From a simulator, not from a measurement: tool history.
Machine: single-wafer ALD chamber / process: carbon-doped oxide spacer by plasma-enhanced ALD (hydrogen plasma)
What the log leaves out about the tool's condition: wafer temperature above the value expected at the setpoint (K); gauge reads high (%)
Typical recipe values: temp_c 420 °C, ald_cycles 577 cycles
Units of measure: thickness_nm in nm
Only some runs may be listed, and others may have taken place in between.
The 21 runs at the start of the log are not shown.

run,hour,temp_c,ald_cycles,wafers since the last listed run,hours since the last thermocouple change,hours since the gauge calibration,"read-back reference wafer on the same gauge, thickness_nm",thickness_nm
22,306,432,619,5,95.5,83,26.057,27.664
23,316.4,412,532,7,105.9,93.4,26.066,25.485
24,331.5,420,577,10,121,108.5,26.115,26.974
25,344.4,420,577,8,133.9,121.4,26.088,26.918
26,357.9,406,577,9,147.4,134.9,26.115,28.448
27,371.9,420,521,9,161.4,148.9,26.079,24.236
28,384.7,407,649,8,174.2,161.7,26.077,31.683
29,398.6,420,680,9,188.1,175.6,26.084,31.833
30,406.6,408,517,5,196.1,183.6,26.122,25.185
31,418.7,420,507,8,208.2,195.7,26.093,23.688
32,432.4,417,577,9,221.9,209.4,26.085,27.211
33,447.7,411,634,10,237.2,224.7,26.119,30.478
34,463.1,426,577,10,252.6,240.1,26.103,26.277
35,470.2,412,543,4,259.7,247.2,26.11,26.087
36,479.1,420,685,6,268.6,256.1,26.13,31.884
37,489.3,420,577,6,278.8,266.3,26.073,26.95
38,498.1,420,577,5,287.6,275.1,26.124,27.056
39,507.4,428,613,6,296.9,284.4,26.074,27.803
40,517.2,425,523,6,306.7,294.2,26.113,23.896

Each row is a separate what-if for the run after 40, all from the same tool condition, not one after another. Results?
A,518.5,420,577,0,308,295.5,?,?
B,518.5,427,546,0,308,295.5,?,?
C,518.5,407,629,0,308,295.5,?,?

run,"read-back reference wafer on the same gauge, thickness_nm",thickness_nm
A,26.06,26.917
B,26.06,24.822
C,26.06,30.731
Had the tool no hidden state, the same runs would have come out as:
run,thickness_nm
A,26.917
B,24.822
C,30.731
